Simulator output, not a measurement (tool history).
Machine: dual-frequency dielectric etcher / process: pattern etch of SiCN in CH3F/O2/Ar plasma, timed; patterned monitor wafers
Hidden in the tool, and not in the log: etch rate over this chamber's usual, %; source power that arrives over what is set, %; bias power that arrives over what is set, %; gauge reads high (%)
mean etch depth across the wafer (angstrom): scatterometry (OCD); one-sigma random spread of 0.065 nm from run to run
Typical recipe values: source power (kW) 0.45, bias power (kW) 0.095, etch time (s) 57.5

run,hour,source power (kW),bias power (kW),etch time (s),wafers since the last listed run,hours since the last wet clean,hours since the last source power generator calibration,hours since the last bias power generator calibration,hours since the last upper electrode change,hours since the gauge calibration,"read-back reference wafer on the same gauge, depth_nm",mean etch depth across the wafer (angstrom)
1,0,0.45,0.095,57.5,0,454,2533,2457.7,4716.3,437.7,21.2,246.2
2,16.6,0.45,0.095,57.5,112,470.6,2549.6,2474.3,4732.9,454.3,21.2,248.7
# hour 21.4: gauge calibrated
3,23.1,0.45,0.095,57.5,44,477.1,2556.1,2480.8,4739.4,1.7,21.2,248.1
4,32.7,0.45,0.095,57.5,65,486.7,2565.7,2490.4,4749,11.3,21.19,246.9
5,44.3,0.45,0.095,57.5,78,498.3,2577.3,2502,4760.6,22.9,21.19,247.4
6,54.9,0.54,0.095,57.5,71,508.9,2587.9,2512.6,4771.2,33.5,21.21,257.5
7,66,0.54,0.095,57.5,75,520,2599,2523.7,4782.3,44.6,21.2,257.6
8,83.7,0.54,0.095,57.5,120,537.7,2616.7,2541.4,4800,62.3,21.2,257
9,98.7,0.45,0.095,57.5,101,552.7,2631.7,2556.4,4815,77.3,21.2,246.2
# hour 107.3: source power generator calibrated
10,113.4,0.45,0.095,57.5,72,567.4,6.1,2571.1,4829.7,92,21.21,246.2
11,127.3,0.54,0.095,63,94,581.3,20,2585,4843.6,105.9,21.2,282.1
# hour 162.6: wet clean of the chamber
12,163.1,0.35,0.089,72.5,80,0.5,55.8,2620.8,4879.4,141.7,21.2,295.6
13,163.4,0.38,0.117,48.5,2,0.8,56.1,2621.1,4879.7,142,21.19,226.8
14,163.7,0.45,0.077,57.5,2,1.1,56.4,2621.4,4880,142.3,21.18,230.5
15,166.1,0.51,0.095,72,16,3.5,58.8,2623.8,4882.4,144.7,21.2,326.5
# hour 192.8: upper electrode replaced
16,193.3,0.41,0.075,41,21,30.7,86,2651,0.5,171.9,21.21,159.3
17,193.7,0.45,0.095,57.5,2,31.1,86.4,2651.4,0.9,172.3,21.19,254.3
18,206.1,0.45,0.077,57.5,84,43.5,98.8,2663.8,13.3,184.7,21.19,230.9
19,213.4,0.52,0.115,57.5,49,50.8,106.1,2671.1,20.6,192,21.19,284.6
20,224.9,0.45,0.095,64.5,77,62.3,117.6,2682.6,32.1,203.5,21.2,283.4
21,231.6,0.45,0.095,57.5,45,69,124.3,2689.3,38.8,210.2,21.2,252.8
# hour 240.4: bias power generator calibrated
22,280.8,0.55,0.112,48.5,306,118.2,173.5,40.4,88,259.4,21.2,241.4
23,326.3,0.35,0.095,73.5,308,163.7,219,85.9,133.5,304.9,21.2,306.5
24,335,0.45,0.072,71,58,172.4,227.7,94.6,142.2,313.6,21.21,275.8
25,351.7,0.39,0.095,51.5,113,189.1,244.4,111.3,158.9,330.3,21.2,219.1
26,366.7,0.45,0.095,57.5,101,204.1,259.4,126.3,173.9,345.3,21.19,251.4
27,373.5,0.45,0.095,57.5,46,210.9,266.2,133.1,180.7,352.1,21.21,251.1
28,385.8,0.55,0.072,57.5,83,223.2,278.5,145.4,193,364.4,21.21,233.5
29,402.9,0.34,0.095,74.5,115,240.3,295.6,162.5,210.1,381.5,21.2,309.1
30,411.1,0.45,0.102,40.5,55,248.5,303.8,170.7,218.3,389.7,21.2,182.3

What if the next run were any one of these 4? Each begins from the tool's condition after run 30:
A,411.5,0.45,0.095,63.5,2,248.9,304.2,171.1,218.7,390.1,?,?
B,411.5,0.34,0.08,57.5,2,248.9,304.2,171.1,218.7,390.1,?,?
C,411.5,0.5,0.11,70,2,248.9,304.2,171.1,218.7,390.1,?,?
D,411.5,0.51,0.105,57.5,2,248.9,304.2,171.1,218.7,390.1,?,?

run,"read-back reference wafer on the same gauge, depth_nm",mean etch depth across the wafer (angstrom)
A,21.2,279.4
B,21.2,221.5
C,21.2,336.3
D,21.2,271.8
Without the tool's hidden state the same runs would have given:
run,mean etch depth across the wafer (angstrom)
A,281.6
B,223.3
C,338.9
D,274
